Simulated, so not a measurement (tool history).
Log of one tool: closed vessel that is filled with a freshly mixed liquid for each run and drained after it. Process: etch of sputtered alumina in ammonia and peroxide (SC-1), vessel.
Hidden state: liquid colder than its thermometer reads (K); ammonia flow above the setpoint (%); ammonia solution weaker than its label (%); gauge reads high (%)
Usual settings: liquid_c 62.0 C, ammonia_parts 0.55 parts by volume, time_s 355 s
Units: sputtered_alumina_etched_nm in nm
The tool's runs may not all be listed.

run,day,liquid_c,ammonia_parts,time_s,wafers since the last listed run,hours since the thermometer was replaced,hours since the ammonia flow meter was replaced,hours since the drum of ammonia solution was connected,hours since the gauge calibration,"read-back film thickness of the sputtered alumina reference wafer, read on the same gauge (nm)",sputtered_alumina_etched_nm
1,0.000,62.0,0.55,355,0,2368.8,505.6,832.6,84.6,150.01,18.80
2,0.342,59.5,0.55,355,480,2377.0,513.8,840.8,92.8,150.01,16.51
3,1.054,59.5,0.55,355,1001,2394.1,530.9,857.9,109.9,150.00,16.62
4,1.650,59.5,0.55,355,837,2408.4,545.2,872.2,124.2,149.99,16.50
5,1.946,62.0,0.55,470,415,2415.5,552.3,879.3,131.3,150.01,24.88
6,2.608,62.0,0.55,470,931,2431.4,568.2,895.2,147.2,150.00,24.99
7,3.000,62.0,0.55,470,550,2440.8,577.6,904.6,156.6,149.99,24.90
8,3.650,62.0,0.55,355,913,2456.4,593.2,920.2,172.2,149.99,18.88
9,4.004,62.0,0.55,355,497,2464.9,601.7,928.7,180.7,150.00,18.84
# day 4.375: thermometer replaced
10,4.396,62.0,0.55,355,492,0.5,611.1,938.1,190.1,150.01,20.53
11,4.746,56.0,0.55,355,492,8.9,619.5,946.5,198.5,150.02,15.15
# day 5.196: new drum of ammonia solution connected
# day 6.083: gauge calibrated
12,6.129,56.0,0.55,355,1886,42.1,652.7,22.4,1.1,150.03,15.06
13,6.862,70.0,0.80,355,1031,59.7,670.3,40.0,18.7,150.03,31.62
14,7.462,62.0,0.55,295,843,74.1,684.7,54.4,33.1,149.99,17.04
# day 7.788: ammonia flow meter replaced
15,7.979,55.0,0.55,530,667,86.5,4.6,66.8,45.5,150.00,21.28
16,8.346,59.5,0.55,355,515,95.3,13.4,75.6,54.3,150.02,18.13
17,9.096,59.5,0.55,355,1054,113.3,31.4,93.6,72.3,150.01,18.13
18,9.525,69.0,0.35,550,603,123.6,41.7,103.9,82.6,150.00,42.94
19,9.954,62.0,0.55,455,603,133.9,52.0,114.2,92.9,150.02,26.20
20,10.342,62.0,0.55,355,544,143.2,61.3,123.5,102.2,150.01,20.53
21,10.683,70.0,0.55,190,480,151.4,69.5,131.7,110.4,150.00,16.29
22,11.121,59.0,0.55,165,615,161.9,80.0,142.2,120.9,150.03,8.17
23,11.533,70.0,0.55,355,579,171.8,89.9,152.1,130.8,150.04,30.31
24,12.088,62.0,0.55,355,779,185.1,103.2,165.4,144.1,150.02,20.50
25,12.625,54.0,0.55,355,755,198.0,116.1,178.3,157.0,150.02,13.48

The same runs without the tool's hidden state, with the same run-to-run variation:
run,sputtered_alumina_etched_nm
1,21.20
2,18.67
3,18.80
4,18.69
5,28.12
6,28.28
7,28.19
8,21.38
9,21.35
10,21.15
11,15.63
12,15.56
13,32.61
14,17.61
15,22.05
16,18.77
17,18.79
18,44.42
19,27.16
20,21.28
21,16.86
22,8.48
23,31.41
24,21.30
25,14.04
